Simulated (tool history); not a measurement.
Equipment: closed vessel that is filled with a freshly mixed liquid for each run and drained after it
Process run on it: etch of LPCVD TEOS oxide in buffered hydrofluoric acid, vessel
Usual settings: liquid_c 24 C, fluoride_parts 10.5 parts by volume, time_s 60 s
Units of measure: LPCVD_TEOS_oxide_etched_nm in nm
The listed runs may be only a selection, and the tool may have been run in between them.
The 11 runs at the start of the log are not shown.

| run | hour | liquid_c | fluoride_parts | time_s | read-back film thickness of the LPCVD TEOS oxide reference wafer, read on the same gauge (nm) | LPCVD_TEOS_oxide_etched_nm |
|---|---|---|---|---|---|---|
| 12 | 918.5 | 24 | 10.5 | 60 | 39.99 | 172.75 |
| 13 | 953 | 24 | 10.5 | 60 | 40.01 | 169.37 |
| 14 | 1012.1 | 27 | 10.5 | 45 | 40.01 | 152.01 |
|  | 1060.2 | thermometer replaced |
| 15 | 1102.2 | 24 | 10.5 | 60 | 39.98 | 182.19 |
| 16 | 1300.1 | 24 | 10.5 | 60 | 40.01 | 181.06 |
| 17 | 1341.1 | 24 | 10.5 | 45 | 39.99 | 135.17 |
| 18 | 1409.1 | 21.5 | 10.5 | 60 | 40.02 | 158.05 |
| 19 | 1472.6 | 19.5 | 14.5 | 30 | 39.98 | 51.2 |
| 20 | 1521.7 | 24 | 8.5 | 60 | 40.02 | 211.35 |
|  | 1557.8 | thermometer replaced, repeated, since the last time left the tool worse |
| 21 | 1568.9 | 24 | 10.5 | 75 | 39.99 | 202.09 |
| 22 | 1636.5 | 24 | 10.5 | 60 | 39.99 | 167.59 |
| 23 | 1698.9 | 24 | 12 | 45 | 40.04 | 107.55 |
| 24 | 1737.7 | 25.5 | 8.5 | 30 | 40 | 105.69 |
| 25 | 1807.6 | 24 | 13.5 | 75 | 39.97 | 160.72 |
| 26 | 1862.8 | 22 | 13 | 30 | 39.99 | 60.88 |
| 27 | 1911.6 | 24 | 12.5 | 35 | 40 | 81.86 |
| 28 | 1980 | 21.5 | 10.5 | 75 | 40.01 | 181.66 |
| 29 | 2034 | 25.5 | 8.5 | 75 | 40 | 271.58 |
|  | 2072 | gauge calibrated |
| 30 | 2098.7 | 24 | 13 | 95 | 39.98 | 214.51 |
| 31 | 2169.2 | 24 | 10.5 | 60 | 40 | 166.71 |
| 32 | 2197.9 | 28.5 | 10.5 | 90 | 40.02 | 314.48 |

Below are 5 alternative next runs, each starting from the tool's condition after run 32. Predict each:
| A | 2198.6 | 28.5 | 10.5 | 60 | ? | ? |
| B | 2198.6 | 19 | 10.5 | 60 | ? | ? |
| C | 2198.6 | 28.5 | 14.5 | 60 | ? | ? |
| D | 2198.6 | 24 | 9.5 | 60 | ? | ? |
| E | 2198.6 | 28.5 | 10.5 | 45 | ? | ? |

| run | read-back film thickness of the LPCVD TEOS oxide reference wafer, read on the same gauge (nm) | LPCVD_TEOS_oxide_etched_nm |
|---|---|---|
| A | 40 | 211.38 |
| B | 40 | 125.89 |
| C | 40 | 154.23 |
| D | 40 | 179.82 |
| E | 40 | 158.53 |
With the hidden condition removed and each run's random variation left untouched, the same runs would have given:
| run | LPCVD_TEOS_oxide_etched_nm |
|---|---|
| A | 208.82 |
| B | 124.27 |
| C | 152.36 |
| D | 177.58 |
| E | 156.62 |
